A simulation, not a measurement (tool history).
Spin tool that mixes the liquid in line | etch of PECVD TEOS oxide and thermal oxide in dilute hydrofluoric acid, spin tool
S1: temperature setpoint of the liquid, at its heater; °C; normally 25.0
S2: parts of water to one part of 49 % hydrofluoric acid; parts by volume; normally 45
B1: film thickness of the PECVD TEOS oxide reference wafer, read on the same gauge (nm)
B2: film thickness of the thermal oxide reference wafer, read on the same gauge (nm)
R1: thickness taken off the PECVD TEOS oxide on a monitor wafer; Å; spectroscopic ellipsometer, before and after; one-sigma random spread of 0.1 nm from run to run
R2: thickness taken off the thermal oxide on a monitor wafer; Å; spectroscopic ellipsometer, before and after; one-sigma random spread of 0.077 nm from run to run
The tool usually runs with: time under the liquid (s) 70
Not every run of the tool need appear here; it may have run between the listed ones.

{"run": 1, "hour": 0.0, "S1": 22.5, "S2": 45, "time under the liquid (s)": 70, "B1": 110.02, "B2": 59.99, "R1": 202.8, "R2": 86.6}
{"run": 2, "hour": 6.3, "S1": 21.5, "S2": 55, "time under the liquid (s)": 50, "B1": 110.02, "B2": 60.02, "R1": 112.6, "R2": 47.5}
{"run": 3, "hour": 23.4, "S1": 23.5, "S2": 55, "time under the liquid (s)": 70, "B1": 110.01, "B2": 60.02, "R1": 171.5, "R2": 72.2}
{"run": 4, "hour": 34.5, "S1": 23.0, "S2": 65, "time under the liquid (s)": 85, "B1": 110.0, "B2": 60.03, "R1": 171.0, "R2": 72.6}
{"run": 5, "hour": 45.5, "S1": 26.5, "S2": 35, "time under the liquid (s)": 70, "B1": 110.01, "B2": 60.03, "R1": 311.2, "R2": 132.8}
{"run": 6, "hour": 61.1, "S1": 28.0, "S2": 45, "time under the liquid (s)": 100, "B1": 110.0, "B2": 60.04, "R1": 362.1, "R2": 156.2}
{"run": 7, "hour": 78.5, "S1": 27.0, "S2": 45, "time under the liquid (s)": 70, "B1": 110.0, "B2": 60.01, "R1": 243.9, "R2": 103.8}
{"hour": 86.7, "done": "gauge calibrated"}
{"run": 8, "hour": 88.3, "S1": 23.0, "S2": 55, "time under the liquid (s)": 90, "B1": 110.02, "B2": 60.03, "R1": 215.1, "R2": 90.3}
{"run": 9, "hour": 101.1, "S1": 21.0, "S2": 40, "time under the liquid (s)": 30, "B1": 110.0, "B2": 60.02, "R1": 92.4, "R2": 39.5}
{"hour": 108.5, "done": "thermometer replaced"}
{"run": 10, "hour": 124.6, "S1": 25.0, "S2": 45, "time under the liquid (s)": 95, "B1": 110.01, "B2": 60.02, "R1": 307.8, "R2": 131.7}
{"run": 11, "hour": 141.0, "S1": 29.5, "S2": 45, "time under the liquid (s)": 70, "B1": 110.01, "B2": 59.99, "R1": 270.7, "R2": 115.4}
{"run": 12, "hour": 155.1, "S1": 29.0, "S2": 65, "time under the liquid (s)": 85, "B1": 110.02, "B2": 59.98, "R1": 216.5, "R2": 90.9}
{"run": 13, "hour": 171.6, "S1": 25.0, "S2": 45, "time under the liquid (s)": 70, "B1": 109.99, "B2": 60.02, "R1": 225.8, "R2": 95.9}
{"run": 14, "hour": 185.2, "S1": 25.0, "S2": 45, "time under the liquid (s)": 70, "B1": 109.99, "B2": 60.04, "R1": 226.0, "R2": 97.2}
{"run": 15, "hour": 196.2, "S1": 25.0, "S2": 45, "time under the liquid (s)": 70, "B1": 110.0, "B2": 59.99, "R1": 226.0, "R2": 94.7}
{"run": 16, "hour": 210.1, "S1": 25.0, "S2": 35, "time under the liquid (s)": 55, "B1": 110.0, "B2": 60.01, "R1": 230.0, "R2": 99.4}
{"hour": 219.9, "done": "hydrofluoric acid flow meter replaced"}
{"run": 17, "hour": 223.2, "S1": 21.5, "S2": 60, "time under the liquid (s)": 105, "B1": 110.0, "B2": 60.01, "R1": 214.9, "R2": 91.4}
{"run": 18, "hour": 237.8, "S1": 21.0, "S2": 40, "time under the liquid (s)": 70, "B1": 109.99, "B2": 60.03, "R1": 216.6, "R2": 91.9}
{"run": 19, "hour": 255.6, "S1": 22.0, "S2": 55, "time under the liquid (s)": 55, "B1": 110.01, "B2": 60.0, "R1": 127.1, "R2": 54.2}
{"run": 20, "hour": 302.2, "S1": 28.5, "S2": 45, "time under the liquid (s)": 100, "B1": 109.99, "B2": 60.03, "R1": 374.6, "R2": 160.0}
{"run": 21, "hour": 318.8, "S1": 20.5, "S2": 45, "time under the liquid (s)": 80, "B1": 110.01, "B2": 60.0, "R1": 212.8, "R2": 90.9}
{"run": 22, "hour": 325.7, "S1": 27.5, "S2": 25, "time under the liquid (s)": 50, "B1": 110.01, "B2": 59.98, "R1": 331.1, "R2": 140.3}
{"run": 23, "hour": 341.6, "S1": 25.0, "S2": 45, "time under the liquid (s)": 70, "B1": 110.01, "B2": 60.01, "R1": 224.5, "R2": 95.8}
{"run": 24, "hour": 350.8, "S1": 25.0, "S2": 25, "time under the liquid (s)": 70, "B1": 110.01, "B2": 59.96, "R1": 416.2, "R2": 174.5}
{"run": 25, "hour": 367.3, "S1": 29.5, "S2": 55, "time under the liquid (s)": 105, "B1": 109.99, "B2": 59.97, "R1": 326.6, "R2": 139.4}

Alternative continuations, all from the tool just after run 25; predict every row:
{"run": "A", "hour": 367.7, "S1": 20.5, "S2": 45, "time under the liquid (s)": 70, "B1": "?", "B2": "?", "R1": "?", "R2": "?"}
{"run": "B", "hour": 367.7, "S1": 21.0, "S2": 25, "time under the liquid (s)": 100, "B1": "?", "B2": "?", "R1": "?", "R2": "?"}
{"run": "C", "hour": 367.7, "S1": 21.5, "S2": 30, "time under the liquid (s)": 70, "B1": "?", "B2": "?", "R1": "?", "R2": "?"}
{"run": "D", "hour": 367.7, "S1": 22.0, "S2": 40, "time under the liquid (s)": 70, "B1": "?", "B2": "?", "R1": "?", "R2": "?"}
{"run": "E", "hour": 367.7, "S1": 25.0, "S2": 55, "time under the liquid (s)": 55, "B1": "?", "B2": "?", "R1": "?", "R2": "?"}

run=A B1=109.99 B2=59.99 R1=185.9 R2=79.8
run=B B1=109.99 B2=59.99 R1=500.5 R2=214.9
run=C B1=109.99 B2=59.99 R1=296.4 R2=127.3
run=D B1=109.99 B2=59.99 R1=224.2 R2=96.3
run=E B1=109.99 B2=59.99 R1=142.2 R2=61.1
What these runs would have given with no unlogged condition in the tool:
run=A R1=185.9 R2=79.8
run=B R1=500.5 R2=214.9
run=C R1=296.4 R2=127.3
run=D R1=224.2 R2=96.3
run=E R1=142.2 R2=61.1

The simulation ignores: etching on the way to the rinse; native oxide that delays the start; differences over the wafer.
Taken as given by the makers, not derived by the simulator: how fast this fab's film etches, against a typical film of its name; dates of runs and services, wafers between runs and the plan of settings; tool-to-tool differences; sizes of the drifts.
